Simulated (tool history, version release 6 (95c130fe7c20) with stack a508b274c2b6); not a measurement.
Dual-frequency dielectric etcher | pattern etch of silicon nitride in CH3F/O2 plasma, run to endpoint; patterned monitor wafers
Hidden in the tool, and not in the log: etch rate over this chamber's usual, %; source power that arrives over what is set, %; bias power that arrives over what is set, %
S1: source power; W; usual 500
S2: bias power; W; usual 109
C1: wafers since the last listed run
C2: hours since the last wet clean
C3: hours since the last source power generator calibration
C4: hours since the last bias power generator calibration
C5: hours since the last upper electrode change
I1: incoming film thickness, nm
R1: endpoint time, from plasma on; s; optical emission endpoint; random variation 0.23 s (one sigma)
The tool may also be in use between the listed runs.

| run | hour | S1 | S2 | C1 | C2 | C3 | C4 | C5 | I1 | R1 |
|---|---|---|---|---|---|---|---|---|---|---|
| 1 | 0.0 | 500 | 109 | 0 | 283.6 | 3594.7 | 1663.4 | 1842.1 | 86.8 | 76.1 |
| 2 | 32.5 | 500 | 109 | 135 | 316.1 | 3627.2 | 1695.9 | 1874.6 | 86.5 | 75.8 |
| 3 | 62.5 | 500 | 109 | 125 | 346.1 | 3657.2 | 1725.9 | 1904.6 | 86.9 | 76.2 |
| 4 | 76.4 | 500 | 109 | 58 | 360.0 | 3671.1 | 1739.8 | 1918.5 | 87.0 | 76.2 |
| 5 | 104.3 | 500 | 109 | 116 | 387.9 | 3699.0 | 1767.7 | 1946.4 | 87.8 | 77.4 |
| 6 | 154.6 | 420 | 91 | 209 | 438.2 | 3749.3 | 1818.0 | 1996.7 | 86.6 | 85.0 |
|  | 173.9 | bias power generator calibrated |
| 7 | 181.3 | 420 | 91 | 94 | 464.9 | 3776.0 | 7.4 | 2023.4 | 87.7 | 86.2 |
| 8 | 194.5 | 420 | 91 | 55 | 478.1 | 3789.2 | 20.6 | 2036.6 | 87.7 | 86.4 |
| 9 | 218.1 | 500 | 109 | 98 | 501.7 | 3812.8 | 44.2 | 2060.2 | 86.7 | 76.5 |
|  | 251.0 | upper electrode replaced |
| 10 | 251.5 | 500 | 109 | 39 | 535.1 | 3846.2 | 77.6 | 0.5 | 86.2 | 75.9 |
| 11 | 251.8 | 380 | 119 | 1 | 535.4 | 3846.5 | 77.9 | 0.8 | 87.1 | 80.5 |
|  | 277.7 | wet clean of the chamber |
| 12 | 278.2 | 600 | 109 | 10 | 0.5 | 3872.9 | 104.3 | 27.2 | 86.9 | 71.7 |
| 13 | 350.7 | 500 | 109 | 302 | 73.0 | 3945.4 | 176.8 | 99.7 | 86.7 | 75.6 |
|  | 361.3 | source power generator calibrated |
| 14 | 373.6 | 500 | 109 | 78 | 95.9 | 12.3 | 199.7 | 122.6 | 87.1 | 76.2 |

The next listed run, before its measurement:
| 15 | 394.0 | 500 | 109 | 85 | 116.3 | 32.7 | 220.1 | 143.0 | 87.1 | ? |

R1: 75.9 s
Without the tool's hidden state the same run would have given R1 75.5 s.

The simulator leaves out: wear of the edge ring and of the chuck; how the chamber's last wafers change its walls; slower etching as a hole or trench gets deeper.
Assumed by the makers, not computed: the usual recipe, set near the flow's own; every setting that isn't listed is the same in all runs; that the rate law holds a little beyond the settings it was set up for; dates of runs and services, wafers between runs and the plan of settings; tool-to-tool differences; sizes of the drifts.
